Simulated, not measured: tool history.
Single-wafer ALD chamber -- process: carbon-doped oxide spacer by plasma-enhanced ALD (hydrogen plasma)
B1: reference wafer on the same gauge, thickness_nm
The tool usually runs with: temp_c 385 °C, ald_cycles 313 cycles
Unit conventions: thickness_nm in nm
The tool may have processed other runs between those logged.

Run 1, hour 0.0: usual settings; B1 12.195. Result: thickness_nm 15.210 nm.
Run 2, hour 26.2: usual settings; B1 12.203. Result: thickness_nm 15.168 nm.
Run 3, hour 40.3: usual settings; B1 12.204. Result: thickness_nm 15.190 nm.
Run 4, hour 57.5: usual settings; B1 12.192. Result: thickness_nm 15.184 nm.
Run 5, hour 74.3: usual settings but temp_c 392 °C, ald_cycles 266 cycles; B1 12.203. Result: thickness_nm 12.844 nm.
Run 6, hour 95.6: usual settings but temp_c 392 °C, ald_cycles 266 cycles; B1 12.209. Result: thickness_nm 12.843 nm.
Run 7, hour 125.7: usual settings but temp_c 392 °C, ald_cycles 266 cycles; B1 12.181. Result: thickness_nm 12.914 nm.
Run 8, hour 161.4: usual settings; B1 12.189. Result: thickness_nm 15.123 nm.
Run 9, hour 191.6: usual settings; B1 12.189. Result: thickness_nm 15.161 nm.
Run 10, hour 217.3: usual settings; B1 12.214. Result: thickness_nm 15.075 nm.
Run 11, hour 273.2: usual settings; B1 12.200. Result: thickness_nm 15.176 nm.
Run 12, hour 291.2: usual settings; B1 12.214. Result: thickness_nm 15.180 nm.
Run 13, hour 356.3: usual settings; B1 12.201. Result: thickness_nm 15.190 nm.
Run 14, hour 376.0: usual settings; B1 12.207. Result: thickness_nm 15.165 nm.
Run 15, hour 401.9: usual settings; B1 12.197. Result: thickness_nm 15.150 nm.
Run 16, hour 432.7: usual settings but temp_c 381 °C, ald_cycles 359 cycles; B1 12.214. Result: thickness_nm 17.337 nm.
Run 17, hour 463.5: usual settings but temp_c 381 °C, ald_cycles 359 cycles; B1 12.195. Result: thickness_nm 17.414 nm.
Run 18, hour 484.4: usual settings but temp_c 381 °C, ald_cycles 359 cycles; B1 12.203. Result: thickness_nm 17.385 nm.
Run 19, hour 518.4: usual settings; B1 12.210. Result: thickness_nm 15.118 nm.
Run 20, hour 547.8: usual settings but temp_c 375 °C; B1 12.204. Result: thickness_nm 15.086 nm.
At hour 578.9: gauge calibrated.
Run 21, hour 583.4: usual settings but temp_c 395 °C; B1 12.197. Result: thickness_nm 15.115 nm.
Run 22, hour 604.9: usual settings but temp_c 395 °C; B1 12.222. Result: thickness_nm 15.173 nm.
Run 23, hour 629.6: usual settings but ald_cycles 336 cycles; B1 12.194. Result: thickness_nm 16.246 nm.
Run 24, hour 653.6: usual settings but temp_c 374 °C; B1 12.199. Result: thickness_nm 15.117 nm.
Run 25, hour 673.6: usual settings but temp_c 372 °C, ald_cycles 251 cycles; B1 12.203. Result: thickness_nm 12.135 nm.
Run 26, hour 700.0: usual settings but temp_c 371 °C, ald_cycles 348 cycles; B1 12.195. Result: thickness_nm 16.865 nm.
Run 27, hour 727.1: usual settings; B1 12.216. Result: thickness_nm 15.171 nm.
Run 28, hour 762.5: usual settings but ald_cycles 369 cycles; B1 12.191. Result: thickness_nm 17.876 nm.
Run 29, hour 778.6: usual settings but temp_c 389 °C, ald_cycles 274 cycles; B1 12.192. Result: thickness_nm 13.269 nm.
Run 30, hour 793.9: usual settings; B1 12.197. Result: thickness_nm 15.153 nm.
Run 31, hour 821.9: usual settings but temp_c 381 °C, ald_cycles 359 cycles; B1 12.202. Result: thickness_nm 17.333 nm.
Run 32, hour 841.6: usual settings but ald_cycles 267 cycles; B1 12.206. Result: thickness_nm 12.878 nm.
Run 33, hour 866.6: usual settings; B1 12.192. Result: thickness_nm 15.139 nm.
Run 34, hour 912.0: usual settings but temp_c 400 °C, ald_cycles 274 cycles; B1 12.185. Result: thickness_nm 13.278 nm.
Run 35, hour 944.2: usual settings but temp_c 373 °C, ald_cycles 368 cycles; B1 12.194. Result: thickness_nm 17.851 nm.

For run 36, what comes out?
At hour 958.7: thermocouple changed; heater temperature recalibrated.
Run 36, hour 968.3: usual settings; B1 ?. Result: thickness_nm ?.

{"run 36": {"B1": 12.213, "thickness_nm": 15.144}}
Were there no unlogged condition in the tool, this run, its random variation unchanged, would have produced thickness_nm 15.144 nm.
